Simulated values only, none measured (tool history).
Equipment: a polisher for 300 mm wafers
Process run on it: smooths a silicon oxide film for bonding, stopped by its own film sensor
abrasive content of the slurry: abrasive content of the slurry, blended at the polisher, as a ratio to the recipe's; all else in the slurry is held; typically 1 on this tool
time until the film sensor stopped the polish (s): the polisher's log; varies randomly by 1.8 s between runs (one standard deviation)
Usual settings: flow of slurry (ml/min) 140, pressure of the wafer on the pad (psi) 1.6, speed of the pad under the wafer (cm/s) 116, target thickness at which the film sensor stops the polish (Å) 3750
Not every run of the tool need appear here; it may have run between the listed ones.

run	hour	flow of slurry (ml/min)	pressure of the wafer on the pad (psi)	speed of the pad under the wafer (cm/s)	abrasive content of the slurry	target thickness at which the film sensor stops the polish (Å)	incoming thickness of the incoming film, nm	time until the film sensor stopped the polish (s)
1	0	140	1.6	116	1	3660	427.9	108.1
2	22.4	140	1.6	116	1	3660	431.7	113.1
3	45.6	140	1.6	116	1	3750	437.4	110.1
4	61	140	1.6	116	1	3750	430.2	98.5
# hour 93.7: slurry blender recalibrated
5	96.3	140	1.2	116	1	3750	432.3	130
# hour 130.6: worn pad replaced by a new one
6	131.1	140	1.2	116	1	3750	431	129.2
7	152.1	140	1.2	116	1	3750	428.7	126.2
8	177.8	150	1.6	116	1	3750	429.4	92.1
9	207.6	150	1.6	116	1	3750	422.4	81.5
10	233.8	150	1.6	116	1	3750	424.9	86.3
11	256.9	140	1.6	116	1.15	3690	430.6	102
12	276.4	140	1.6	116	1.15	3690	433.2	107.9
13	292.1	140	1.6	116	0.9	3580	431.7	133
# hour 313: slurry nozzle cleaned
# hour 317.9: worn pad replaced by a new one
14	323.3	140	1.6	116	1	3750	427.5	90.7
15	345.3	175	1.4	130	1	3750	430.3	94.9
16	361.7	140	1.6	116	1	3750	428.9	91.2
17	378.7	110	1.6	116	0.8	3750	435.3	121.5
18	399.3	170	1.8	94	1	3860	431.8	81.8
# hour 401.9: head pressure recalibrated
19	427.3	140	1.3	98	1	3930	430.6	93.4
20	440.8	155	1.2	80	1	3820	435.7	162.3
21	474.7	140	1.6	152	1	3670	435.3	94.1
22	490.1	185	1.6	116	1	3750	431	93.9
# hour 514.8: slurry blender recalibrated
# hour 516.6: worn pad replaced by a new one
23	523.8	140	1.6	154	0.7	3750	427.5	82.2
24	559.5	140	1.6	116	1	3660	433.9	119
25	586.6	140	1.6	116	1	3750	430.3	98.5
26	610.4	140	1.6	116	1	3750	432.7	99.8
27	627.3	140	1.6	116	1	3750	433	99.5
28	644.5	140	2.1	140	1	3750	435.2	69.1
29	673	140	2.1	116	1	3890	429.9	53.4
# hour 683.7: worn pad replaced by a new one
30	702	160	1.6	116	0.75	3650	432.2	125.8
31	732.9	140	1.6	116	1	3750	432.1	101.9

The tool's hidden state at each run:
removal rate lost through wear of the pad, %: 0 in every run
slurry flow missing at the pad, %: 0 in every run
deviation of the head's pressure from its setpoint, %: 0 in every run
abrasive missing from the slurry, %: 0 in every run
